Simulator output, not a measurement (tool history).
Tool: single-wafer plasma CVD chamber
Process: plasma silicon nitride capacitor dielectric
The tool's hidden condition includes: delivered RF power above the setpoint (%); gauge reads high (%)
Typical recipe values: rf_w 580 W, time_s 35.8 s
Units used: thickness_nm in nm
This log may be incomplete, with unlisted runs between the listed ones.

run	hour	rf_w	time_s	wafers since the last listed run	hours since the last RF generator calibration	hours since the showerhead was replaced	hours since the gauge calibration	read-back reference wafer on the same gauge, thickness_nm	thickness_nm
1	0	580	35.8	0	691.2	4489.1	1127.9	43.894	48.043
2	40.8	580	35.8	717	732	4529.9	1168.7	43.937	47.986
3	92.8	580	35.8	914	784	4581.9	1220.7	43.894	47.84
4	154.5	580	35.8	1084	845.7	4643.6	1282.4	43.911	48.054
# hour 177.3: RF generator calibrated
5	201.8	580	31	690	24.5	4690.9	1329.7	43.921	41.851
6	251.2	580	31	868	73.9	4740.3	1379.1	43.888	41.852
# hour 307.5: gauge calibrated
7	316.1	490	35.8	1140	138.8	4805.2	8.6	43.94	45.539
8	515.6	490	35.8	3507	338.3	5004.7	208.1	43.882	45.544
9	699.7	535	34.4	3236	522.4	5188.8	392.2	43.959	44.574
10	738.5	535	34.4	682	561.2	5227.6	431	43.894	44.731
11	790.4	535	40.6	912	613.1	5279.5	482.9	43.918	53.32
12	816.7	535	40.6	462	639.4	5305.8	509.2	43.911	52.985
13	853.5	535	40.6	646	676.2	5342.6	546	43.935	52.99
14	903.2	580	35.8	873	725.9	5392.3	595.7	43.893	47.955
# hour 925.6: RF generator calibrated
15	967.3	580	35.8	986	41.7	5456.4	659.8	43.858	47.404
16	1015	580	35.8	838	89.4	5504.1	707.5	43.945	47.02
17	1069.6	580	35.8	959	144	5558.7	762.1	43.888	47.023
18	1128.8	550	35.8	1040	203.2	5617.9	821.3	43.905	46.808
19	1164.2	645	35.8	622	238.6	5653.3	856.7	43.89	48.592
# hour 1218.4: showerhead replaced
20	1230.5	580	35.8	1024	304.9	12.1	923	43.892	46.864
21	1286.2	580	35.8	979	360.6	67.8	978.7	43.89	46.885
# hour 1351.8: RF generator calibrated, repeated, since the last time left the tool worse
22	1352.3	580	35.8	1021	0.5	133.9	1044.8	43.93	48.366
23	1417.8	465	41.2	1151	66	199.4	1110.3	43.852	52.663
24	1459.5	580	35.8	733	107.7	241.1	1152	43.884	48.647
25	1662.5	635	35.8	3568	310.7	444.1	1355	43.89	49.595
26	1706	625	35.8	764	354.2	487.6	1398.5	43.934	49.147
27	1777.3	650	40.8	1253	425.5	558.9	1469.8	43.927	56.203
28	1807.5	465	33.2	530	455.7	589.1	1500	43.89	41.496
29	1845.6	500	41.5	669	493.8	627.2	1538.1	43.931	53.06
# hour 1848.7: gauge calibrated
30	1876.3	630	29.2	539	524.5	657.9	27.6	43.916	40.075
31	1932.8	660	35.8	993	581	714.4	84.1	43.834	49.383
32	2049.8	580	35.8	2056	698	831.4	201.1	43.9	48.002
33	2098.4	640	35.8	854	746.6	880	249.7	43.935	49.326
34	2157.3	650	38.6	1035	805.5	938.9	308.6	43.867	53.786
# hour 2187.4: RF generator calibrated
35	2187.9	485	40.4	397	0.5	969.5	339.2	43.93	51.956
36	2212.9	580	35.8	439	25.5	994.5	364.2	43.947	48.431
37	2256.3	615	31.9	762	68.9	1037.9	407.6	43.894	43.799
38	2324.9	530	38.9	1205	137.5	1106.5	476.2	43.942	51.142
39	2354.9	535	30.6	527	167.5	1136.5	506.2	43.834	40.383
40	2413	580	33	1021	225.6	1194.6	564.3	43.914	44.455
41	2473.7	580	29.6	1067	286.3	1255.3	625	43.904	39.53
42	2510.4	620	38.3	645	323	1292	661.7	43.906	52.327
43	2574.5	580	42.5	1126	387.1	1356.1	725.8	43.942	56.731

Below are 5 alternative next runs, each starting from the tool's condition after run 43. Predict each:
A	2574.9	580	35.8	7	387.5	1356.5	726.2	?	?
B	2574.9	480	30.6	7	387.5	1356.5	726.2	?	?
C	2574.9	660	31	7	387.5	1356.5	726.2	?	?
D	2574.9	685	41.1	7	387.5	1356.5	726.2	?	?
E	2574.9	515	30.1	7	387.5	1356.5	726.2	?	?

run	read-back reference wafer on the same gauge, thickness_nm	thickness_nm
A	43.875	47.956
B	43.875	38.781
C	43.875	43.133
D	43.875	57.815
E	43.875	38.94
With the hidden condition removed and each run's random variation left untouched, the same runs would have given:
run	thickness_nm
A	48.406
B	39.145
C	43.538
D	58.358
E	39.306
